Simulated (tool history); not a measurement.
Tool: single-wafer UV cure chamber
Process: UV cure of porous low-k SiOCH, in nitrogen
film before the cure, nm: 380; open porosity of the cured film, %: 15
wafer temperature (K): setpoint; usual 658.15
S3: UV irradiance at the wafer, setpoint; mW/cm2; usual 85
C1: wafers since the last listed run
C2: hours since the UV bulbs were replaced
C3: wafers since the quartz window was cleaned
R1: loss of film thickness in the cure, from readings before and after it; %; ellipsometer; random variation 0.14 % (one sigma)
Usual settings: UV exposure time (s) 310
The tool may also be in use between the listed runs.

run 1 hour=0.0 | wafer_temperature_(K)=658.15 UV_exposure_time_(s)=390 S3=85 | C1=0 C2=1650.4 C3=982 | R1=11.000
run 2 hour=75.8 | wafer_temperature_(K)=658.15 UV_exposure_time_(s)=390 S3=85 | C1=517 C2=1726.2 C3=1499 | R1=10.997
-- hour=157.0 quartz window cleaned
run 3 hour=179.2 | wafer_temperature_(K)=672.15 UV_exposure_time_(s)=310 S3=85 | C1=651 C2=1829.6 C3=151 | R1=10.441
-- hour=412.1 quartz window cleaned
run 4 hour=425.2 | wafer_temperature_(K)=672.15 UV_exposure_time_(s)=310 S3=85 | C1=1624 C2=2075.6 C3=89 | R1=10.917
run 5 hour=479.4 | wafer_temperature_(K)=658.15 UV_exposure_time_(s)=310 S3=85 | C1=369 C2=2129.8 C3=459 | R1=10.708
run 6 hour=530.7 | wafer_temperature_(K)=658.15 UV_exposure_time_(s)=420 S3=85 | C1=350 C2=2181.1 C3=809 | R1=11.248
-- hour=590.6 UV bulbs replaced
run 7 hour=591.1 | wafer_temperature_(K)=658.15 UV_exposure_time_(s)=190 S3=85 | C1=357 C2=0.5 C3=1167 | R1=8.173
run 8 hour=677.0 | wafer_temperature_(K)=658.15 UV_exposure_time_(s)=190 S3=85 | C1=586 C2=86.4 C3=1753 | R1=8.054
-- hour=724.3 quartz window cleaned
run 9 hour=776.6 | wafer_temperature_(K)=665.15 UV_exposure_time_(s)=160 S3=55 | C1=625 C2=186.0 C3=357 | R1=6.294
run 10 hour=857.8 | wafer_temperature_(K)=658.15 UV_exposure_time_(s)=310 S3=98 | C1=554 C2=267.2 C3=911 | R1=10.862
run 11 hour=962.4 | wafer_temperature_(K)=658.15 UV_exposure_time_(s)=310 S3=85 | C1=714 C2=371.8 C3=1625 | R1=10.149
-- hour=981.4 quartz window cleaned
run 12 hour=1029.8 | wafer_temperature_(K)=671.15 UV_exposure_time_(s)=240 S3=57 | C1=405 C2=439.2 C3=330 | R1=8.131
run 13 hour=1088.3 | wafer_temperature_(K)=658.15 UV_exposure_time_(s)=425 S3=85 | C1=399 C2=497.7 C3=729 | R1=11.688
run 14 hour=1182.4 | wafer_temperature_(K)=658.15 UV_exposure_time_(s)=425 S3=85 | C1=642 C2=591.8 C3=1372 | R1=11.519
-- hour=1216.1 quartz window cleaned
run 15 hour=1220.3 | wafer_temperature_(K)=669.15 UV_exposure_time_(s)=485 S3=96 | C1=204 C2=629.7 C3=28 | R1=13.057
run 16 hour=1307.2 | wafer_temperature_(K)=658.15 UV_exposure_time_(s)=140 S3=85 | C1=593 C2=716.6 C3=621 | R1=7.144
run 17 hour=1364.3 | wafer_temperature_(K)=671.15 UV_exposure_time_(s)=370 S3=99 | C1=389 C2=773.7 C3=1011 | R1=11.915

Forecast each of these 3 alternatives for the next run:
run A hour=1364.8 | wafer_temperature_(K)=669.15 UV_exposure_time_(s)=310 S3=85 | C1=3 C2=774.2 C3=1014 | R1=?
run B hour=1364.8 | wafer_temperature_(K)=669.15 UV_exposure_time_(s)=450 S3=97 | C1=3 C2=774.2 C3=1014 | R1=?
run C hour=1364.8 | wafer_temperature_(K)=668.15 UV_exposure_time_(s)=455 S3=97 | C1=3 C2=774.2 C3=1014 | R1=?

run=A R1=10.408
run=B R1=12.606
run=C R1=12.638
Without the tool's hidden state the same runs would have given:
run=A R1=10.787
run=B R1=13.004
run=C R1=13.036

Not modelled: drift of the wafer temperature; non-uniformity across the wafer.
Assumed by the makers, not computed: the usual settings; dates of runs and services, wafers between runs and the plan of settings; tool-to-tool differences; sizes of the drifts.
